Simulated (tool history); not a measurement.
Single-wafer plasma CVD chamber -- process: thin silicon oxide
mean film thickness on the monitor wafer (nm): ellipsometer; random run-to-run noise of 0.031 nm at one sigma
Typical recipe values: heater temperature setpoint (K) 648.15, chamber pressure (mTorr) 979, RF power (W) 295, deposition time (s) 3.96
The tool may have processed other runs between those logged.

run	hour	heater temperature setpoint (K)	chamber pressure (mTorr)	RF power (W)	deposition time (s)	read-back reference wafer on the same gauge, thickness_nm	mean film thickness on the monitor wafer (nm)
1	0	648.15	979	340	3.96	9.559	10.167
2	95.2	652.15	979	295	3.96	9.546	9.476
3	154.7	648.15	979	295	3.96	9.554	9.536
4	197.1	648.15	979	295	3.96	9.551	9.509
5	257.9	648.15	979	295	3.96	9.571	9.567
# hour 539: capacitance manometer re-zeroed and calibrated
# hour 549.3: thermocouple changed; heater temperature recalibrated
6	575.3	648.15	979	295	3.96	9.559	9.318
7	645.3	648.15	979	295	3.96	9.557	9.32
8	692.3	648.15	979	295	3.96	9.556	9.333
# hour 706: gauge calibrated
9	767.2	648.15	979	295	4.33	9.541	10.227
10	827.3	648.15	979	295	4.33	9.555	10.307
11	879.4	648.15	979	295	3.96	9.544	9.466
12	932.2	648.15	979	295	3.96	9.564	9.439
13	1001.4	648.15	979	295	3.96	9.542	9.506
# hour 1032.3: showerhead replaced
14	1041.4	648.15	856	335	3.96	9.535	8.893
# hour 1062.7: RF generator calibrated
15	1101.2	648.15	979	295	3.96	9.552	9.533
16	1159.7	648.15	979	295	3.41	9.557	8.198
17	1224.7	660.15	794	295	3.96	9.541	7.798
18	1297.4	641.15	979	330	3.96	9.544	10.128
19	1377.6	648.15	979	295	3.96	9.546	9.609
20	1440.8	659.15	769	325	4.21	9.561	8.429
21	1546.2	653.15	1193	250	4.39	9.555	11.093
# hour 1573.7: thermocouple changed; heater temperature recalibrated
22	1584.5	659.15	739	295	3.66	9.547	6.713
23	1629.1	638.15	979	295	4.23	9.553	10.372
24	1694.8	634.15	1216	320	3.96	9.544	11.554
25	1735.8	660.15	1049	235	4.22	9.537	9.52
# hour 1761.6: gauge calibrated
26	1795.9	648.15	979	295	3.96	9.56	9.601

Here are 3 independent what-if runs from the current tool condition. What would each one return?
A	1796.3	648.15	979	295	3.96	?	?
B	1796.3	648.15	979	295	3.2	?	?
C	1796.3	648.15	979	355	3.96	?	?

run	read-back reference wafer on the same gauge, thickness_nm	mean film thickness on the monitor wafer (nm)
A	9.555	9.61
B	9.555	7.768
C	9.555	10.448
With the hidden condition removed and each run's random variation left untouched, the same runs would have given:
run	mean film thickness on the monitor wafer (nm)
A	9.244
B	7.472
C	10.05
